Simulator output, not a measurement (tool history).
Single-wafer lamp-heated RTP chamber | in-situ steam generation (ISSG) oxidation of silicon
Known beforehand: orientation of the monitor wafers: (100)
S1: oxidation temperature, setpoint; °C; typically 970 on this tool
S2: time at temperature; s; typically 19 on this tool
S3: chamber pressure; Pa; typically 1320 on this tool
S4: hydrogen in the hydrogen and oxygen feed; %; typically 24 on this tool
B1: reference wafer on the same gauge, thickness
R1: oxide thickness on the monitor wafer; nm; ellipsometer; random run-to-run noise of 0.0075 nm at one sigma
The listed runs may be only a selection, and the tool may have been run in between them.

run 1 day=0.000 | S1=970 S2=19 S3=1320 S4=24 | B1=5.439 | R1=5.048
-- day=0.067 gauge calibrated
run 2 day=1.433 | S1=970 S2=19 S3=1320 S4=24 | B1=5.438 | R1=5.065
run 3 day=2.771 | S1=977 S2=19 S3=1320 S4=24 | B1=5.442 | R1=5.198
run 4 day=3.654 | S1=977 S2=19 S3=1320 S4=24 | B1=5.436 | R1=5.189
run 5 day=4.675 | S1=970 S2=19 S3=1320 S4=24 | B1=5.442 | R1=5.072
run 6 day=6.133 | S1=981 S2=19 S3=1320 S4=24 | B1=5.443 | R1=5.269
run 7 day=7.212 | S1=970 S2=14 S3=1320 S4=24 | B1=5.442 | R1=4.465
run 8 day=8.379 | S1=970 S2=19 S3=1320 S4=24 | B1=5.437 | R1=5.079
run 9 day=9.412 | S1=970 S2=19 S3=1320 S4=24 | B1=5.437 | R1=5.075
run 10 day=10.233 | S1=970 S2=19 S3=1320 S4=24 | B1=5.441 | R1=5.065
run 11 day=11.629 | S1=970 S2=19 S3=1320 S4=24 | B1=5.441 | R1=5.077
run 12 day=12.354 | S1=970 S2=19 S3=1320 S4=24 | B1=5.440 | R1=5.076
run 13 day=13.750 | S1=970 S2=19 S3=1320 S4=24 | B1=5.438 | R1=5.064
run 14 day=15.062 | S1=970 S2=19 S3=1213 S4=24 | B1=5.444 | R1=5.143
run 15 day=15.792 | S1=970 S2=19 S3=1320 S4=24 | B1=5.442 | R1=5.076
-- day=16.133 hydrogen flow controller replaced
-- day=16.375 pressure gauge zeroed
run 16 day=17.138 | S1=989 S2=19 S3=1133 S4=24 | B1=5.438 | R1=5.538
run 17 day=17.658 | S1=970 S2=19 S3=1320 S4=24 | B1=5.440 | R1=5.080
-- day=19.042 pyrometer window cleaned and pyrometer calibrated
run 18 day=19.062 | S1=970 S2=15 S3=1320 S4=16 | B1=5.437 | R1=4.151
run 19 day=20.367 | S1=960 S2=13 S3=1147 S4=17 | B1=5.438 | R1=3.919
-- day=20.696 gauge calibrated
run 20 day=21.004 | S1=970 S2=19 S3=1320 S4=24 | B1=5.442 | R1=5.007
run 21 day=21.988 | S1=970 S2=19 S3=1320 S4=24 | B1=5.440 | R1=5.021
run 22 day=22.633 | S1=985 S2=15 S3=1360 S4=27 | B1=5.441 | R1=4.875
run 23 day=23.983 | S1=953 S2=19 S3=1227 S4=27 | B1=5.440 | R1=4.956
run 24 day=24.958 | S1=984 S2=19 S3=1173 S4=32 | B1=5.439 | R1=5.762
run 25 day=25.958 | S1=970 S2=13 S3=1320 S4=24 | B1=5.441 | R1=4.303

The logged runs with the hidden state left out (each run's random variation unchanged):
The tool's hidden condition here consists of: true wafer temperature minus pyrometer reading, K; true pressure minus gauge reading, Torr; deviation of the hydrogen flow from its setpoint, %; gauge reads high (%).
run=1 R1=4.997
run=2 R1=5.013
run=3 R1=5.141
run=4 R1=5.133
run=5 R1=5.018
run=6 R1=5.209
run=7 R1=4.423
run=8 R1=5.025
run=9 R1=5.020
run=10 R1=5.010
run=11 R1=5.022
run=12 R1=5.020
run=13 R1=5.008
run=14 R1=5.086
run=15 R1=5.020
run=16 R1=5.468
run=17 R1=5.023
run=18 R1=4.149
run=19 R1=3.914
run=20 R1=4.998
run=21 R1=5.008
run=22 R1=4.861
run=23 R1=4.940
run=24 R1=5.736
run=25 R1=4.285

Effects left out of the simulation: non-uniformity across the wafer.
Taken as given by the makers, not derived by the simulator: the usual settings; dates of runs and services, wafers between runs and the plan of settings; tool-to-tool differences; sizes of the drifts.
